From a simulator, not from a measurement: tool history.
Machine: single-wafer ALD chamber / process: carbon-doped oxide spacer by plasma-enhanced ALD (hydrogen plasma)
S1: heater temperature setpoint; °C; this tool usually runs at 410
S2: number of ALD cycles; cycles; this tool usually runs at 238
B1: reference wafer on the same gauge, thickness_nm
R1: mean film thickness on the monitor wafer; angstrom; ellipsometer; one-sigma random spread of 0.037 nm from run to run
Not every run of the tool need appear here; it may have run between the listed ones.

run 1 day=0.000 | S1=405 S2=238 | B1=12.902 | R1=112.32
run 2 day=0.350 | S1=410 S2=238 | B1=12.899 | R1=109.93
run 3 day=0.796 | S1=410 S2=238 | B1=12.896 | R1=110.65
run 4 day=1.062 | S1=410 S2=238 | B1=12.895 | R1=110.70
run 5 day=1.638 | S1=410 S2=238 | B1=12.887 | R1=110.30
run 6 day=1.971 | S1=410 S2=238 | B1=12.900 | R1=110.69
run 7 day=2.346 | S1=410 S2=238 | B1=12.897 | R1=110.57
run 8 day=2.667 | S1=410 S2=238 | B1=12.901 | R1=110.29
run 9 day=2.954 | S1=410 S2=238 | B1=12.907 | R1=110.92
run 10 day=3.488 | S1=410 S2=238 | B1=12.905 | R1=110.31
run 11 day=3.858 | S1=413 S2=238 | B1=12.896 | R1=108.64
run 12 day=4.238 | S1=413 S2=238 | B1=12.894 | R1=108.75
run 13 day=4.908 | S1=413 S2=238 | B1=12.901 | R1=108.94
run 14 day=5.258 | S1=410 S2=238 | B1=12.899 | R1=109.95
run 15 day=5.875 | S1=410 S2=238 | B1=12.904 | R1=109.79
run 16 day=6.312 | S1=410 S2=238 | B1=12.901 | R1=109.99
run 17 day=6.779 | S1=410 S2=238 | B1=12.894 | R1=109.93
run 18 day=7.117 | S1=425 S2=238 | B1=12.910 | R1=104.16
run 19 day=7.562 | S1=420 S2=204 | B1=12.892 | R1=91.54
run 20 day=7.883 | S1=414 S2=261 | B1=12.908 | R1=118.42
run 21 day=8.175 | S1=415 S2=238 | B1=12.909 | R1=107.84
run 22 day=8.550 | S1=410 S2=238 | B1=12.904 | R1=110.88
run 23 day=8.883 | S1=420 S2=253 | B1=12.884 | R1=112.99
run 24 day=9.300 | S1=401 S2=256 | B1=12.904 | R1=121.96
run 25 day=9.767 | S1=397 S2=223 | B1=12.901 | R1=105.97
run 26 day=10.446 | S1=399 S2=238 | B1=12.890 | R1=113.71
run 27 day=11.279 | S1=410 S2=238 | B1=12.909 | R1=110.24
run 28 day=11.671 | S1=410 S2=238 | B1=12.908 | R1=110.44
run 29 day=12.371 | S1=423 S2=238 | B1=12.900 | R1=104.64
run 30 day=12.929 | S1=413 S2=238 | B1=12.894 | R1=109.44
run 31 day=13.504 | S1=402 S2=265 | B1=12.901 | R1=126.80
run 32 day=13.850 | S1=410 S2=238 | B1=12.899 | R1=110.34
run 33 day=14.267 | S1=410 S2=238 | B1=12.901 | R1=110.85
run 34 day=14.679 | S1=398 S2=216 | B1=12.902 | R1=103.09

Put back what was entered between runs (3 entries, withheld): which listed runs does each sit between, and how does the hidden state differ from the listed run before to the listed run after?
Runs 13 to 14: gauge calibrated (day 5.146)
  no hidden state differs between the two runs
Runs 26 to 27: thermocouple changed; heater temperature recalibrated (day 11.258)
  no hidden state differs between the two runs
Runs 30 to 31: gauge calibrated (day 13.225)
  no hidden state differs between the two runs
